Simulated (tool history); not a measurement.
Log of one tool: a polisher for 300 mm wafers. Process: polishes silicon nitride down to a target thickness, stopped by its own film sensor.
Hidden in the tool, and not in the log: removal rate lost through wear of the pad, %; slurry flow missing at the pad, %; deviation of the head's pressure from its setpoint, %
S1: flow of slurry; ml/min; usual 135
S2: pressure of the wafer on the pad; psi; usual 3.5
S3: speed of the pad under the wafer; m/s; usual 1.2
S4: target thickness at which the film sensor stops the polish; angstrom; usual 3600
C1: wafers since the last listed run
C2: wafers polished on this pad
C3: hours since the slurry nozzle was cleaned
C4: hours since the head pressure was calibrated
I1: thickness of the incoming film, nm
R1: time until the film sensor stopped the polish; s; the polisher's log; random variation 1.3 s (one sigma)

run 1 hour=0 | S1=135 S2=3.5 S3=1.2 S4=3600 | C1=0 C2=1058 C3=323 C4=79.8 | I1=510 | R1=73.1
-- hour=6.8 slurry nozzle cleaned
-- hour=30.4 worn pad replaced by a new one
run 2 hour=35.1 | S1=135 S2=3.5 S3=1.2 S4=3600 | C1=216 C2=33 C3=28.3 C4=114.9 | I1=500.1 | R1=67.5
run 3 hour=52.9 | S1=135 S2=3.5 S3=1.2 S4=3600 | C1=127 C2=161 C3=46.1 C4=132.7 | I1=507.6 | R1=70.7
run 4 hour=158.2 | S1=135 S2=3.5 S3=1.2 S4=3600 | C1=756 C2=917 C3=151.4 C4=238 | I1=494 | R1=64.5
-- hour=188 worn pad replaced by a new one
run 5 hour=193.2 | S1=135 S2=3.5 S3=1.2 S4=3600 | C1=222 C2=37 C3=186.4 C4=273 | I1=493.5 | R1=65.5
run 6 hour=225 | S1=135 S2=3.5 S3=1.2 S4=3600 | C1=228 C2=265 C3=218.2 C4=304.8 | I1=500.1 | R1=69.1
run 7 hour=252.1 | S1=135 S2=3.5 S3=1.2 S4=3600 | C1=194 C2=459 C3=245.3 C4=331.9 | I1=505.2 | R1=70.6
run 8 hour=272 | S1=135 S2=3.8 S3=1.2 S4=3750 | C1=142 C2=602 C3=265.2 C4=351.8 | I1=494.5 | R1=54.6
run 9 hour=295.2 | S1=135 S2=3.8 S3=1.2 S4=3750 | C1=166 C2=769 C3=288.4 C4=375 | I1=503.3 | R1=60.3
run 10 hour=310.6 | S1=135 S2=4 S3=1.2 S4=3600 | C1=110 C2=880 C3=303.8 C4=390.4 | I1=495.6 | R1=59.3
-- hour=316 slurry nozzle cleaned
-- hour=338.1 worn pad replaced by a new one
run 11 hour=344 | S1=135 S2=4 S3=1.2 S4=3600 | C1=203 C2=42 C3=28 C4=423.8 | I1=496 | R1=57.5
-- hour=361.6 head pressure recalibrated
run 12 hour=372.8 | S1=135 S2=4 S3=1.2 S4=3600 | C1=192 C2=234 C3=56.8 C4=11.2 | I1=496.2 | R1=59.3
run 13 hour=387.2 | S1=135 S2=3.5 S3=1.2 S4=3380 | C1=103 C2=338 C3=71.2 C4=25.6 | I1=507.8 | R1=80.5
run 14 hour=405.7 | S1=135 S2=3.5 S3=1.2 S4=3380 | C1=132 C2=470 C3=89.7 C4=44.1 | I1=507.9 | R1=83.9
run 15 hour=437.4 | S1=165 S2=3.5 S3=1.2 S4=3600 | C1=227 C2=698 C3=121.4 C4=75.8 | I1=505 | R1=68.5
run 16 hour=456 | S1=135 S2=3.9 S3=1.2 S4=3740 | C1=133 C2=832 C3=140 C4=94.4 | I1=500.9 | R1=58.5
run 17 hour=489.2 | S1=105 S2=2.8 S3=1.56 S4=3600 | C1=238 C2=1070 C3=173.2 C4=127.6 | I1=497 | R1=68.7
run 18 hour=508.6 | S1=135 S2=3.5 S3=1.2 S4=3600 | C1=139 C2=1209 C3=192.6 C4=147 | I1=506.2 | R1=71.1
run 19 hour=524.1 | S1=135 S2=3.5 S3=0.94 S4=3600 | C1=111 C2=1321 C3=208.1 C4=162.5 | I1=490.1 | R1=73.5
-- hour=538.9 worn pad replaced by a new one
run 20 hour=545.1 | S1=150 S2=3.5 S3=1.4 S4=3600 | C1=122 C2=44 C3=229.1 C4=183.5 | I1=494.4 | R1=58
run 21 hour=580.8 | S1=165 S2=3.5 S3=1.5 S4=3970 | C1=256 C2=301 C3=264.8 C4=219.2 | I1=504.9 | R1=44.2
run 22 hour=617.2 | S1=150 S2=2.6 S3=1.38 S4=3330 | C1=261 C2=562 C3=301.2 C4=255.6 | I1=492.9 | R1=84.8
-- hour=642.2 slurry nozzle cleaned
run 23 hour=649.2 | S1=135 S2=3.5 S3=1.2 S4=3600 | C1=222 C2=785 C3=7 C4=287.6 | I1=503.6 | R1=73
run 24 hour=678.6 | S1=95 S2=4 S3=1.54 S4=3600 | C1=211 C2=996 C3=36.4 C4=317 | I1=494.3 | R1=54.5
-- hour=689.5 worn pad replaced by a new one
run 25 hour=702.3 | S1=100 S2=4.4 S3=1.38 S4=3600 | C1=141 C2=91 C3=60.1 C4=340.7 | I1=496.4 | R1=54.8
run 26 hour=733.7 | S1=105 S2=4.1 S3=1.54 S4=3600 | C1=225 C2=317 C3=91.5 C4=372.1 | I1=494.6 | R1=52.7
run 27 hour=747.7 | S1=135 S2=3.5 S3=1.46 S4=4030 | C1=100 C2=417 C3=105.5 C4=386.1 | I1=495.7 | R1=39.8
run 28 hour=773.2 | S1=150 S2=3.5 S3=1.2 S4=3600 | C1=183 C2=600 C3=131 C4=411.6 | I1=500.9 | R1=65.3
run 29 hour=798.5 | S1=135 S2=3.5 S3=1.2 S4=3600 | C1=181 C2=782 C3=156.3 C4=436.9 | I1=497.7 | R1=66.4
run 30 hour=828.4 | S1=115 S2=2.8 S3=0.8 S4=3760 | C1=214 C2=997 C3=186.2 C4=466.8 | I1=510.4 | R1=105.9

Hidden state at the last listed run before each entry between runs and at the first one after, where it differs:
Between runs 1 and 2: slurry nozzle cleaned (hour 6.8); worn pad replaced by a new one (hour 30.4)
  no hidden state differs between the two runs
Between runs 4 and 5: worn pad replaced by a new one (hour 188)
  no hidden state differs between the two runs
Between runs 10 and 11: slurry nozzle cleaned (hour 316); worn pad replaced by a new one (hour 338.1)
  no hidden state differs between the two runs
Between runs 11 and 12: head pressure recalibrated (hour 361.6)
  no hidden state differs between the two runs
Between runs 19 and 20: worn pad replaced by a new one (hour 538.9)
  no hidden state differs between the two runs
Between runs 22 and 23: slurry nozzle cleaned (hour 642.2)
  no hidden state differs between the two runs
Between runs 24 and 25: worn pad replaced by a new one (hour 689.5)
  no hidden state differs between the two runs
